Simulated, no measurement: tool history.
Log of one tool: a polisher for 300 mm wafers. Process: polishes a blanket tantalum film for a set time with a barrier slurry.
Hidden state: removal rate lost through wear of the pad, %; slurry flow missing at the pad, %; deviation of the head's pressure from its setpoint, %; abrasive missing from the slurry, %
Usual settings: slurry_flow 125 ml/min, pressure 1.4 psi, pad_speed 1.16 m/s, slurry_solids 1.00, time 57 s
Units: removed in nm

run     day  slurry_flow  pressure  pad_speed  slurry_solids  time  wafers since the last listed run  wafers polished on this pad  hours since the slurry nozzle was cleaned  hours since the head pressure was calibrated  hours since the slurry blender was calibrated  incoming thickness of the incoming film, nm  removed
  1   0.000          125       1.4       0.88           1.00    68                                 0                         1206                                      131.2                                         546.5                                          128.9                                        219.1     65.1
  2   2.317          125       1.4       1.16           1.00    57                               856                         2063                                      186.8                                         602.1                                          184.5                                        222.8     67.5
      3.025  -- worn pad replaced by a new one
  3   4.454          125       1.4       1.16           1.00    57                               728                          527                                      238.1                                         653.4                                          235.8                                        220.2     71.6
  4   7.067          125       1.4       1.16           1.00    57                               966                         1494                                      300.8                                         716.1                                          298.5                                        218.9     71.3
  5   8.325          125       1.4       1.16           1.00    72                               465                         1959                                      331.0                                         746.3                                          328.7                                        217.9     85.2
      8.929  -- slurry blender recalibrated
  6   9.592          125       1.4       1.16           1.00    72                               437                         2397                                      361.4                                         776.7                                           15.9                                        222.5     81.9
     10.754  -- worn pad replaced by a new one, of another model than before
  7  10.829          125       1.4       1.16           1.00    57                               396                           27                                      391.1                                         806.4                                           45.6                                        219.7     73.9
  8  13.375          125       1.4       1.16           1.00    57                               941                          968                                      452.2                                         867.5                                          106.7                                        220.0     73.7
  9  14.817          125       1.4       1.16           1.00    57                               533                         1501                                      486.8                                         902.1                                          141.3                                        221.2     70.7
 10  15.983          125       1.4       1.16           1.00    57                               431                         1933                                      514.8                                         930.1                                          169.3                                        219.3     70.1
     17.171  -- worn pad replaced by a new one
     21.562  -- slurry blender recalibrated
 11  22.317          125       1.6       1.16           1.00    57                              2250                         1872                                      666.8                                        1082.1                                           18.1                                        223.7     74.7
     23.621  -- slurry nozzle cleaned
     24.775  -- worn pad replaced by a new one
 12  24.796          125       1.8       1.54           0.90    57                               839                            8                                       28.2                                        1141.6                                           77.6                                        218.9    101.1
     26.550  -- head pressure recalibrated
 13  26.700          125       1.4       1.16           1.00    72                               673                          681                                       73.9                                           3.6                                          123.3                                        219.9     94.0
 14  27.712           85       1.4       1.16           1.00    57                               374                         1056                                       98.2                                          27.9                                          147.6                                        221.0     71.3
 15  30.029          125       1.4       1.16           1.00    57                               856                         1913                                      153.8                                          83.5                                          203.2                                        220.1     68.4
     31.679  -- worn pad replaced by a new one
 16  31.975          140       1.2       1.16           1.15    57                               658                          109                                      200.5                                         130.2                                          249.9                                        219.1     68.9
 17  33.075           85       1.9       1.16           0.75    71                               406                          516                                      226.9                                         156.6                                          276.3                                        216.4    103.2
 18  34.538          125       1.2       1.32           1.00    41                               540                         1057                                      262.0                                         191.7                                          311.4                                        219.2     51.9

Forecast each of these 4 alternatives for the next run:
  A  34.554          125       1.4       1.16           1.00    57                                 6                         1063                                      262.4                                         192.1                                          311.8                                        220.0        ?
  B  34.554          125       1.4       0.82           1.20    44                                 6                         1063                                      262.4                                         192.1                                          311.8                                        220.0        ?
  C  34.554           85       1.6       1.16           1.00    63                                 6                         1063                                      262.4                                         192.1                                          311.8                                        220.0        ?
  D  34.554          125       1.2       1.16           1.00    76                                 6                         1063                                      262.4                                         192.1                                          311.8                                        220.0        ?

run  removed
  A     72.3
  B     47.8
  C     84.6
  D     87.1
Without the tool's hidden state the same runs would have given:
run  removed
  A     74.3
  B     49.1
  C     86.9
  D     89.5
